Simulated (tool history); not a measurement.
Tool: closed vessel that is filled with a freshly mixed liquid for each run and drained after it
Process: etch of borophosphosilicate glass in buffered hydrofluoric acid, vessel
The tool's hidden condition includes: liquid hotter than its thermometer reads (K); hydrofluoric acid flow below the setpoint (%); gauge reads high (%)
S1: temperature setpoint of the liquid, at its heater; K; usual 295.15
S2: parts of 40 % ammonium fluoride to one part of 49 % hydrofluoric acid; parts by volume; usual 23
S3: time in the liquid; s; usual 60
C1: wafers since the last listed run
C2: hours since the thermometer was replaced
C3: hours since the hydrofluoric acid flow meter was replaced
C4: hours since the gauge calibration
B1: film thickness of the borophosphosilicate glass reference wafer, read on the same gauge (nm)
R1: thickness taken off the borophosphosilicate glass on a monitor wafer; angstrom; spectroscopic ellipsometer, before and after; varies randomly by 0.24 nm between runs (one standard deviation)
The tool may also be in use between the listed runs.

run    hour      S1    S2  S3    C1      C2     C3      C4      B1     R1
  1       0  297.15    23  60     0   137.7  851.1  1324.7  140.01  322.2
       18.8  -- hydrofluoric acid flow meter replaced
  2    61.6  297.15    23  60  3977   199.3   42.8  1386.3  139.97  344.2
  3   120.9  297.15    23  60  3892   258.6  102.1  1445.6  139.99  347.4
  4   148.5  295.15    19  60  1811   286.2  129.7  1473.2  140.05  354.3
  5   217.1  295.15    19  60  4502   354.8  198.3  1541.8  140.05  351.7
  6   255.3  295.15    23  60  2507     393  236.5    1580     140  312.1
  7   309.4  295.15    23  60  3550   447.1  290.6  1634.1  139.98  308.6
  8   354.9  295.15    23  60  2986   492.6  336.1  1679.6     140  309.6
  9   424.9  295.15    23  60  4594   562.6  406.1  1749.6     140  307.6
 10   463.5  295.15    28  60  2533   601.2  444.7  1788.2  139.95  268.9
 11   504.1  295.15    16  60  2664   641.8  485.3  1828.8     140  413.5
      528.7  -- gauge calibrated
 12     569  295.15    23  60  4259   706.7  550.2    40.3  139.99  308.8
 13   619.4  295.15    23  60  3308   757.1  600.6    90.7  139.99  310.6
 14   643.7  295.15    30  85  1594   781.4  624.9     115  140.05  349.4
 15   702.9  290.15  25.5  80  3885   840.6  684.1   174.2     140    292
 16   730.4  295.15    23  60  1804   868.1  711.6   201.7  139.96    308
 17     785  295.15    23  60  3583   922.7  766.2   256.3  140.05  307.7
 18   811.1  298.65    29  40  1713   948.8  792.3   282.4  140.03  207.3
      868.1  -- hydrofluoric acid flow meter replaced
 19   882.8  295.15    23  60  4640  1020.5   14.7   354.1  140.04  336.5
      890.2  -- thermometer replaced
 20   912.6  295.15    23  60  1890    22.4   44.5   383.9  139.97  311.9
 21   962.6  295.15    23  60  3281    72.4   94.5   433.9  139.98  309.8
 22  1017.5  295.15    15  60  3603   127.3  149.4   488.8  140.01  450.6
 23  1077.3  291.65    23  60  3924   187.1  209.2   548.6  140.03  258.1
 24  1140.2  298.15    20  60  4128     250  272.1   611.5  139.96  408.3
 25  1184.8  295.15    23  45  2927   294.6  316.7   656.1  140.02  232.4
 26  1217.3  299.65    23  60  2133   327.1  349.2   688.6  139.94  395.3
 27  1252.6  291.15    30  80  2316   362.4  384.5   723.9  140.01  270.8
 28  1314.1  297.65    23  85  4036   423.9    446   785.4  139.97  504.4
 29  1385.8  293.15  14.5  50  4706   495.6  517.7   857.1  140.06  344.5
 30  1447.4  292.65    17  70  4043   557.2  579.3   918.7     140    397
 31  1493.4  295.15    23  60  3019   603.2  625.3   964.7  140.07  310.4
 32  1534.9  293.65  25.5  90  2723   644.7  666.8  1006.2  139.99  396.7

Consider 3 possible next runs. They are alternatives, not a sequence: every one starts from the tool as it was left by run 32. What does each give?
  A  1535.6  295.15  18.5  60  45  645.4  667.5  1006.9   ?   ?
  B  1535.6  292.15    16  35  45  645.4  667.5  1006.9   ?   ?
  C  1535.6  293.15    30  45  45  645.4  667.5  1006.9   ?   ?

run      B1     R1
  A  139.99  360.6
  B  139.99  204.7
  C  139.99  168.6
Stripped of hidden state, with their random variation kept, the same runs would have yielded:
run     R1
  A  371.2
  B  211.8
  C  174.2
